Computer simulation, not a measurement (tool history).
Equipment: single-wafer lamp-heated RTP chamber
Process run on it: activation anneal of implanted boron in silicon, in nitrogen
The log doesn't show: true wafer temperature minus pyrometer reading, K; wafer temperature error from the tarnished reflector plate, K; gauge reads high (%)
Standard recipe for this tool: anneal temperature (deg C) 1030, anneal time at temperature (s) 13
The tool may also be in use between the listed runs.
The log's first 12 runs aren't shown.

run	hour	anneal temperature (deg C)	anneal time at temperature (s)	wafers since the last listed run	wafers since the last pyrometer calibration	wafers since the reflector plate was cleaned	hours since the gauge calibration	read-back reference wafer on the same gauge, sheet resistance	sheet resistance of the implanted and annealed layer (ohm/square)
13	871.5	1015	8	1100	9310	9896	308.5	190.72	180.51
14	937.5	1030	13	1239	10549	11135	374.5	191.09	178.36
15	1026.5	1019	18	1670	12220	12806	463.5	190.78	179.15
# hour 1074.1: pyrometer window cleaned and pyrometer calibrated
# hour 1106.4: reflector plate cleaned
16	1106.9	1018	9	1209	466	9	543.9	190.55	179.39
17	1155.1	1002	18	904	1371	914	592.1	190.27	181.27
18	1261.4	1047	10	1995	3366	2909	698.4	190.64	175.93
19	1313.5	1011	13	978	4345	3888	750.5	190.17	180.36
20	1355.8	1030	13	794	5139	4682	792.8	190.25	177.91
21	1513.7	1002	18	2964	8103	7646	950.7	190.24	181.88
22	1560.8	1057	19	884	8987	8530	997.8	190.24	175.74
23	1662.4	1030	13	1907	10895	10438	1099.4	190.22	178.01
24	1742.3	1030	10	1500	12395	11938	1179.3	190.14	177.21
# hour 1772.2: reflector plate cleaned
25	1796.4	1051	13	865	13260	454	1233.4	189.98	175.77
26	1834.8	1030	13	720	13981	1175	1271.8	189.72	176.68
# hour 1856.7: pyrometer window cleaned and pyrometer calibrated
27	1927.6	1043	20	1592	1331	2767	1364.6	189.78	175.06
28	2012.7	1030	13	1597	2928	4364	1449.7	189.7	176.06
29	2112.3	1014	6	1869	4798	6234	1549.3	188.99	180.03
30	2191.2	1010	8	1481	6280	7715	1628.2	189.33	179.45
31	2251.5	1010	8	1132	7412	8848	1688.5	189.5	178.98
32	2292.3	1000	18	765	8178	9614	1729.3	189.31	179.92
33	2369.5	1048	13	1449	9627	11063	1806.5	189.28	174.89
34	2436.4	1008	13	1255	10883	12319	1873.4	189.02	178.5
# hour 2516.6: pyrometer window cleaned and pyrometer calibrated
35	2544.1	1050	11	1871	515	14191	1981.1	188.76	174.93
# hour 2553.1: reflector plate cleaned
36	2629.4	1048	8	1451	1967	1433	2066.4	188.7	175.78

Branching from run 36: 4 alternative next runs. What would each branch give?
A	2629.8	1054	13	7	1974	1440	2066.8	?	?
B	2629.8	1050	20	7	1974	1440	2066.8	?	?
C	2629.8	1057	13	7	1974	1440	2066.8	?	?
D	2629.8	1059	13	7	1974	1440	2066.8	?	?

run	read-back reference wafer on the same gauge, sheet resistance	sheet resistance of the implanted and annealed layer (ohm/square)
A	188.72	174.15
B	188.72	173.47
C	188.72	174.03
D	188.72	173.94
With the hidden condition removed and each run's random variation left untouched, the same runs would have given:
run	sheet resistance of the implanted and annealed layer (ohm/square)
A	176.27
B	175.59
C	176.15
D	176.07

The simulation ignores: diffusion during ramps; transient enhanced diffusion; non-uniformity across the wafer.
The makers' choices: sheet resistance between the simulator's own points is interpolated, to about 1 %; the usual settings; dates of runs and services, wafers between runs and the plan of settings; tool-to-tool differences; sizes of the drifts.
